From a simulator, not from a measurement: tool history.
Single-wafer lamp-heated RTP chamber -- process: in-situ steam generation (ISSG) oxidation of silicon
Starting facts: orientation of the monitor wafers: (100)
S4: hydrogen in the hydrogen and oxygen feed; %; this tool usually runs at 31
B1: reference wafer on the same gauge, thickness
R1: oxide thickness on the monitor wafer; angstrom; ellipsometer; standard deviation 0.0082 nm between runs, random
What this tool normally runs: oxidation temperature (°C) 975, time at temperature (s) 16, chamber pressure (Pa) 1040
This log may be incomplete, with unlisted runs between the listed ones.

Run 1, day 0: usual settings; B1 4.779. Result: R1 54.8 angstrom.
Run 2, day 0.1: usual settings; B1 4.778. Result: R1 54.91 angstrom.
Run 3, day 0.383: usual settings; B1 4.78. Result: R1 54.78 angstrom.
Run 4, day 0.846: usual settings; B1 4.78. Result: R1 54.85 angstrom.
Run 5, day 1.446: usual settings; B1 4.783. Result: R1 54.72 angstrom.
Run 6, day 1.996: usual settings but oxidation temperature (°C) 988; B1 4.778. Result: R1 57.43 angstrom.
Run 7, day 2.312: usual settings but oxidation temperature (°C) 957, time at temperature (s) 12, S4 32 %; B1 4.781. Result: R1 47.19 angstrom.
Run 8, day 2.829: usual settings but chamber pressure (Pa) 1120, S4 26 %; B1 4.778. Result: R1 52.32 angstrom.
Run 9, day 3.275: usual settings but oxidation temperature (°C) 987, S4 24 %; B1 4.784. Result: R1 53.53 angstrom.
Run 10, day 3.908: usual settings; B1 4.782. Result: R1 55.12 angstrom.
Run 11, day 4.175: usual settings but oxidation temperature (°C) 981, S4 28 %; B1 4.78. Result: R1 54.51 angstrom.
At day 4.483: gauge calibrated.
Run 12, day 4.796: usual settings; B1 4.781. Result: R1 55.03 angstrom.
Run 13, day 5.188: usual settings but oxidation temperature (°C) 991, S4 23 %; B1 4.779. Result: R1 53.71 angstrom.
Run 14, day 5.9: usual settings; B1 4.78. Result: R1 55.03 angstrom.
Run 15, day 6.312: usual settings; B1 4.78. Result: R1 55.05 angstrom.
Run 16, day 7.912: usual settings but chamber pressure (Pa) 973; B1 4.781. Result: R1 55.36 angstrom.
Run 17, day 8.175: usual settings but time at temperature (s) 18, S4 32 %; B1 4.779. Result: R1 58.38 angstrom.
At day 8.946: pressure gauge zeroed.
Run 18, day 8.967: usual settings but time at temperature (s) 13; B1 4.779. Result: R1 51.01 angstrom.
Run 19, day 9.15: usual settings but oxidation temperature (°C) 962; B1 4.78. Result: R1 53.02 angstrom.
Run 20, day 9.438: usual settings but S4 23 %; B1 4.782. Result: R1 51.06 angstrom.
Run 21, day 10.021: usual settings but time at temperature (s) 14, chamber pressure (Pa) 960; B1 4.78. Result: R1 52.45 angstrom.
Run 22, day 10.571: usual settings but S4 24 %; B1 4.78. Result: R1 51.67 angstrom.
Run 23, day 11.079: usual settings but oxidation temperature (°C) 987; B1 4.778. Result: R1 57.82 angstrom.
Run 24, day 11.671: usual settings but oxidation temperature (°C) 962; B1 4.78. Result: R1 53.16 angstrom.
Run 25, day 12.204: usual settings but chamber pressure (Pa) 920, S4 22 %; B1 4.782. Result: R1 50.4 angstrom.
Run 26, day 12.879: usual settings but oxidation temperature (°C) 986, time at temperature (s) 12; B1 4.78. Result: R1 51.17 angstrom.
Run 27, day 13.379: usual settings but time at temperature (s) 21, S4 23 %; B1 4.778. Result: R1 57.62 angstrom.
Run 28, day 13.883: usual settings but S4 32 %; B1 4.78. Result: R1 55.93 angstrom.
Run 29, day 14.579: usual settings but S4 27 %; B1 4.779. Result: R1 53.27 angstrom.
Run 30, day 15.05: usual settings but oxidation temperature (°C) 969, chamber pressure (Pa) 1107, S4 32 %; B1 4.779. Result: R1 54.77 angstrom.
Run 31, day 15.538: usual settings but oxidation temperature (°C) 991, S4 23 %; B1 4.78. Result: R1 54.3 angstrom.

Consider 4 possible next runs. They are alternatives, not a sequence: every one starts from the tool as it was left by run 31. What does each give?
Run A, day 15.554: usual settings but oxidation temperature (°C) 970; B1 ?. Result: R1 ?.
Run B, day 15.554: usual settings but time at temperature (s) 19, chamber pressure (Pa) 920; B1 ?. Result: R1 ?.
Run C, day 15.554: usual settings but chamber pressure (Pa) 1200; B1 ?. Result: R1 ?.
Run D, day 15.554: usual settings but time at temperature (s) 14, chamber pressure (Pa) 920, S4 32 %; B1 ?. Result: R1 ?.

run     B1     R1
  A  4.782  54.62
  B  4.782  59.66
  C  4.782  54.69
  D  4.782  53.18
What these runs would have given with no unlogged condition in the tool:
run     R1
  A  53.84
  B  58.72
  C  53.88
  D  52.43

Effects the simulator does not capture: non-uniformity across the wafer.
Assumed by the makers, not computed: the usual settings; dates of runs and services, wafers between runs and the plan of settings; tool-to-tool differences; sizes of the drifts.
